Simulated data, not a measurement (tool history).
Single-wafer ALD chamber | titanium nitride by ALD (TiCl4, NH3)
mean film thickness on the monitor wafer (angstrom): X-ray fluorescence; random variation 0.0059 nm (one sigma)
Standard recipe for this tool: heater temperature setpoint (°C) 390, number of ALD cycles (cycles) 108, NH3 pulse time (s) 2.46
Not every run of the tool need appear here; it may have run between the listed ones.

run	hour	heater temperature setpoint (°C)	number of ALD cycles (cycles)	NH3 pulse time (s)	wafers since the last listed run	hours since the last thermocouple change	hours since the showerhead was replaced	hours since the gauge calibration	read-back reference wafer on the same gauge, thickness_nm	mean film thickness on the monitor wafer (angstrom)
1	0.0	394	108	2.46	0	1733.8	5121.6	286.6	2.010	23.66
2	14.9	394	108	2.46	24	1748.7	5136.5	301.5	2.010	23.74
3	36.8	394	108	2.46	35	1770.6	5158.4	323.4	2.010	23.75
4	52.6	378	91	2.46	25	1786.4	5174.2	339.2	2.009	19.76
5	72.0	378	91	2.46	31	1805.8	5193.6	358.6	2.010	19.75
6	92.9	378	91	2.46	33	1826.7	5214.5	379.5	2.011	19.71
7	114.1	390	108	2.46	34	1847.9	5235.7	400.7	2.010	23.60
8	134.3	390	108	2.46	32	1868.1	5255.9	420.9	2.010	23.70
9	150.5	390	108	2.46	26	1884.3	5272.1	437.1	2.010	23.69
10	171.9	390	108	2.46	34	1905.7	5293.5	458.5	2.010	23.63
11	196.9	390	108	2.46	40	1930.7	5318.5	483.5	2.011	23.61
12	221.0	390	108	2.46	39	1954.8	5342.6	507.6	2.009	23.66
# hour 222.7: gauge calibrated
13	246.9	390	108	2.46	42	1980.7	5368.5	24.2	2.011	23.59
14	278.8	390	98	1.93	51	2012.6	5400.4	56.1	2.008	21.22
15	297.6	402	108	2.76	30	2031.4	5419.2	74.9	2.009	23.96
16	326.7	390	108	2.46	47	2060.5	5448.3	104.0	2.010	23.71
17	345.3	390	90	1.81	30	2079.1	5466.9	122.6	2.010	19.45
18	375.3	390	108	2.90	48	2109.1	5496.9	152.6	2.010	23.84
19	389.4	385	108	3.39	22	2123.2	5511.0	166.7	2.010	23.82
# hour 415.8: thermocouple changed; heater temperature recalibrated
20	418.2	390	108	2.46	33	2.4	5539.8	195.5	2.009	23.59
21	444.3	398	93	2.46	42	28.5	5565.9	221.6	2.011	20.49
22	462.8	390	108	2.46	30	47.0	5584.4	240.1	2.011	23.68
# hour 482.8: showerhead replaced
23	483.3	390	108	3.38	20	67.5	0.5	260.6	2.011	23.90
24	518.1	378	108	1.97	56	102.3	35.3	295.4	2.011	23.16
25	541.6	399	89	1.77	38	125.8	58.8	318.9	2.012	19.41
26	556.2	390	89	2.91	23	140.4	73.4	333.5	2.011	19.57
27	582.7	390	108	2.46	43	166.9	99.9	360.0	2.010	23.74
28	611.5	386	108	2.46	46	195.7	128.7	388.8	2.011	23.48

Entry by entry between the runs, the difference in hidden state between the last listed run before and the first listed run after:
In the gap between runs 12 and 13: gauge calibrated (hour 222.7)
  nothing in the hidden state changes from one run to the other
In the gap between runs 19 and 20: thermocouple changed; heater temperature recalibrated (hour 415.8)
  nothing in the hidden state changes from one run to the other
In the gap between runs 22 and 23: showerhead replaced (hour 482.8)
  nothing in the hidden state changes from one run to the other

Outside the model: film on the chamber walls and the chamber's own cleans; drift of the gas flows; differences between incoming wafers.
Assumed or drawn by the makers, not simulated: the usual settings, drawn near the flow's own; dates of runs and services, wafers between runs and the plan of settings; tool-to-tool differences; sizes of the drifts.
